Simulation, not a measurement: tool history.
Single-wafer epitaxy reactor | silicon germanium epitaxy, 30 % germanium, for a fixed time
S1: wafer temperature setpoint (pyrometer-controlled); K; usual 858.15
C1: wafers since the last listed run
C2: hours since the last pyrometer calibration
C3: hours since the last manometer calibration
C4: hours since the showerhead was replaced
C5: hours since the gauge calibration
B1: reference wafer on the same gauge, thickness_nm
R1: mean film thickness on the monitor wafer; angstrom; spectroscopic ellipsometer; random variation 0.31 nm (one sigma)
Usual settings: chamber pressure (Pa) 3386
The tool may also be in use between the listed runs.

{"run": 1, "day": 0.0, "S1": 858.15, "chamber pressure (Pa)": 3386, "C1": 0, "C2": 1968.1, "C3": 1794.8, "C4": 2696.9, "C5": 37.1, "B1": 57.121, "R1": 570.36}
{"run": 2, "day": 1.75, "S1": 858.15, "chamber pressure (Pa)": 3386, "C1": 610, "C2": 2010.1, "C3": 1836.8, "C4": 2738.9, "C5": 79.1, "B1": 57.115, "R1": 571.08}
{"run": 3, "day": 5.321, "S1": 858.15, "chamber pressure (Pa)": 3386, "C1": 1245, "C2": 2095.8, "C3": 1922.5, "C4": 2824.6, "C5": 164.8, "B1": 57.073, "R1": 569.86}
{"run": 4, "day": 8.479, "S1": 858.15, "chamber pressure (Pa)": 3386, "C1": 1101, "C2": 2171.6, "C3": 1998.3, "C4": 2900.4, "C5": 240.6, "B1": 57.065, "R1": 581.42}
{"run": 5, "day": 12.338, "S1": 858.15, "chamber pressure (Pa)": 3386, "C1": 1345, "C2": 2264.2, "C3": 2090.9, "C4": 2993, "C5": 333.2, "B1": 57.013, "R1": 570.07}
{"run": 6, "day": 16.012, "S1": 858.15, "chamber pressure (Pa)": 3386, "C1": 1281, "C2": 2352.4, "C3": 2179.1, "C4": 3081.2, "C5": 421.4, "B1": 57.151, "R1": 576.02}
{"run": 7, "day": 19.071, "S1": 858.15, "chamber pressure (Pa)": 3386, "C1": 1066, "C2": 2425.8, "C3": 2252.5, "C4": 3154.6, "C5": 494.8, "B1": 57.162, "R1": 578.69}
{"run": 8, "day": 21.129, "S1": 862.15, "chamber pressure (Pa)": 3000, "C1": 717, "C2": 2475.2, "C3": 2301.9, "C4": 3204, "C5": 544.2, "B1": 57.133, "R1": 602.9}
{"day": 21.796, "done": "pyrometer calibrated"}
{"run": 9, "day": 24.712, "S1": 868.15, "chamber pressure (Pa)": 3386, "C1": 1133, "C2": 70, "C3": 2387.9, "C4": 3290, "C5": 630.2, "B1": 57.132, "R1": 667.29}
{"run": 10, "day": 26.958, "S1": 847.15, "chamber pressure (Pa)": 3040, "C1": 783, "C2": 123.9, "C3": 2441.8, "C4": 3343.9, "C5": 684.1, "B1": 57.088, "R1": 407.15}
{"day": 27.904, "done": "showerhead replaced"}
{"run": 11, "day": 28.688, "S1": 858.15, "chamber pressure (Pa)": 3386, "C1": 486, "C2": 165.4, "C3": 2483.3, "C4": 18.8, "C5": 725.6, "B1": 57.083, "R1": 534.7}
{"day": 30.246, "done": "capacitance manometer re-zeroed and calibrated"}
{"day": 30.896, "done": "gauge calibrated"}
{"run": 12, "day": 31.929, "S1": 858.15, "chamber pressure (Pa)": 3386, "C1": 1014, "C2": 243.2, "C3": 40.4, "C4": 96.6, "C5": 24.8, "B1": 57.042, "R1": 540.4}
{"run": 13, "day": 36.171, "S1": 858.15, "chamber pressure (Pa)": 3853, "C1": 1479, "C2": 345, "C3": 142.2, "C4": 198.4, "C5": 126.6, "B1": 57.163, "R1": 557}
{"run": 14, "day": 46.358, "S1": 858.15, "chamber pressure (Pa)": 2906, "C1": 3552, "C2": 589.5, "C3": 386.7, "C4": 442.9, "C5": 371.1, "B1": 57.103, "R1": 527.2}

4 ways to go on from here, each from the tool as it stands after run 14. What would each give?
{"run": "A", "day": 46.375, "S1": 858.15, "chamber pressure (Pa)": 3386, "C1": 5, "C2": 589.9, "C3": 387.1, "C4": 443.3, "C5": 371.5, "B1": "?", "R1": "?"}
{"run": "B", "day": 46.375, "S1": 869.15, "chamber pressure (Pa)": 2946, "C1": 5, "C2": 589.9, "C3": 387.1, "C4": 443.3, "C5": 371.5, "B1": "?", "R1": "?"}
{"run": "C", "day": 46.375, "S1": 843.15, "chamber pressure (Pa)": 2840, "C1": 5, "C2": 589.9, "C3": 387.1, "C4": 443.3, "C5": 371.5, "B1": "?", "R1": "?"}
{"run": "D", "day": 46.375, "S1": 873.15, "chamber pressure (Pa)": 3786, "C1": 5, "C2": 589.9, "C3": 387.1, "C4": 443.3, "C5": 371.5, "B1": "?", "R1": "?"}

run=A B1=57.152 R1=540.02
run=B B1=57.152 R1=654.87
run=C B1=57.152 R1=369.07
run=D B1=57.152 R1=766.55
Without the tool's hidden state the same runs would have given:
run=A R1=534.59
run=B R1=648.48
run=C R1=365.21
run=D R1=759.14
